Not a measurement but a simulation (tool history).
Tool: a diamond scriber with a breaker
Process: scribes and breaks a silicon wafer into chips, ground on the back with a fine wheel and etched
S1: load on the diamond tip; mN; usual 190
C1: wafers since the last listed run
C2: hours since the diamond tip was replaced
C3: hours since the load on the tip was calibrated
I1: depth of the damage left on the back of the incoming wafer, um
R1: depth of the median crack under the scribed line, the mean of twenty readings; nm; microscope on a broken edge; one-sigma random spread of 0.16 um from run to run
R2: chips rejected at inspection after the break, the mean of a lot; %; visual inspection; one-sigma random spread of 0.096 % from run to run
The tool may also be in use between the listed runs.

{"run": 1, "day": 0.0, "S1": 159, "C1": 0, "C2": 722.1, "C3": 1143.3, "I1": 0.62, "R1": 10770, "R2": 4.64}
{"run": 2, "day": 0.288, "S1": 190, "C1": 32, "C2": 729, "C3": 1150.2, "I1": 0.43, "R1": 12890, "R2": 1.98}
{"run": 3, "day": 0.971, "S1": 190, "C1": 76, "C2": 745.4, "C3": 1166.6, "I1": 0.65, "R1": 12660, "R2": 2.03}
{"run": 4, "day": 1.417, "S1": 190, "C1": 49, "C2": 756.1, "C3": 1177.3, "I1": 0.41, "R1": 12930, "R2": 1.85}
{"run": 5, "day": 1.942, "S1": 190, "C1": 58, "C2": 768.7, "C3": 1189.9, "I1": 0.75, "R1": 12880, "R2": 1.88}
{"run": 6, "day": 2.671, "S1": 190, "C1": 81, "C2": 786.2, "C3": 1207.4, "I1": 0.56, "R1": 12740, "R2": 1.87}
{"day": 4.483, "done": "diamond tip replaced by a new one"}
{"run": 7, "day": 4.496, "S1": 190, "C1": 195, "C2": 0.3, "C3": 1251.2, "I1": 0.51, "R1": 13050, "R2": 2.2}
{"run": 8, "day": 4.904, "S1": 190, "C1": 45, "C2": 10.1, "C3": 1261, "I1": 0.52, "R1": 13070, "R2": 2.08}
{"run": 9, "day": 5.45, "S1": 190, "C1": 61, "C2": 23.2, "C3": 1274.1, "I1": 0.55, "R1": 12900, "R2": 2.04}
{"run": 10, "day": 5.946, "S1": 190, "C1": 55, "C2": 35.1, "C3": 1286, "I1": 0.44, "R1": 12880, "R2": 1.77}
{"run": 11, "day": 6.575, "S1": 243, "C1": 70, "C2": 50.2, "C3": 1301.1, "I1": 0.34, "R1": 15740, "R2": 6.32}
{"run": 12, "day": 7.1, "S1": 221, "C1": 58, "C2": 62.8, "C3": 1313.7, "I1": 0.38, "R1": 14640, "R2": 3.74}
{"run": 13, "day": 7.508, "S1": 242, "C1": 45, "C2": 72.6, "C3": 1323.5, "I1": 0.62, "R1": 15940, "R2": 5.83}
{"run": 14, "day": 7.808, "S1": 133, "C1": 33, "C2": 79.8, "C3": 1330.7, "I1": 0.67, "R1": 9170, "R2": 13.62}
{"run": 15, "day": 8.146, "S1": 242, "C1": 37, "C2": 87.9, "C3": 1338.8, "I1": 0.35, "R1": 15830, "R2": 6.11}
{"day": 8.529, "done": "load on the tip recalibrated"}
{"run": 16, "day": 8.671, "S1": 217, "C1": 49, "C2": 100.5, "C3": 3.4, "I1": 0.38, "R1": 14390, "R2": 2.89}
{"run": 17, "day": 9.188, "S1": 174, "C1": 57, "C2": 112.9, "C3": 15.8, "I1": 0.46, "R1": 12240, "R2": 2.59}
{"run": 18, "day": 9.596, "S1": 158, "C1": 45, "C2": 122.7, "C3": 25.6, "I1": 0.62, "R1": 10660, "R2": 4.95}
{"run": 19, "day": 10.342, "S1": 216, "C1": 83, "C2": 140.6, "C3": 43.5, "I1": 0.7, "R1": 14230, "R2": 2.89}
{"run": 20, "day": 10.879, "S1": 170, "C1": 60, "C2": 153.5, "C3": 56.4, "I1": 0.41, "R1": 11680, "R2": 2.83}
{"run": 21, "day": 11.154, "S1": 190, "C1": 30, "C2": 160.1, "C3": 63, "I1": 0.49, "R1": 12720, "R2": 2.01}

Here are 5 independent what-if runs from the current tool condition. What would each one return?
{"run": "A", "day": 11.179, "S1": 164, "C1": 2, "C2": 160.7, "C3": 63.6, "I1": 0.34, "R1": "?", "R2": "?"}
{"run": "B", "day": 11.179, "S1": 226, "C1": 2, "C2": 160.7, "C3": 63.6, "I1": 0.34, "R1": "?", "R2": "?"}
{"run": "C", "day": 11.179, "S1": 149, "C1": 2, "C2": 160.7, "C3": 63.6, "I1": 0.34, "R1": "?", "R2": "?"}
{"run": "D", "day": 11.179, "S1": 167, "C1": 2, "C2": 160.7, "C3": 63.6, "I1": 0.34, "R1": "?", "R2": "?"}
{"run": "E", "day": 11.179, "S1": 150, "C1": 2, "C2": 160.7, "C3": 63.6, "I1": 0.34, "R1": "?", "R2": "?"}

run=A R1=11260 R2=3.89
run=B R1=15170 R2=4.3
run=C R1=10210 R2=7.23
run=D R1=11460 R2=3.45
run=E R1=10280 R2=6.94
Without the tool's unlogged condition, the same runs would have read:
run=A R1=11260 R2=3.89
run=B R1=15170 R2=4.3
run=C R1=10210 R2=7.23
run=D R1=11460 R2=3.45
run=E R1=10280 R2=6.94
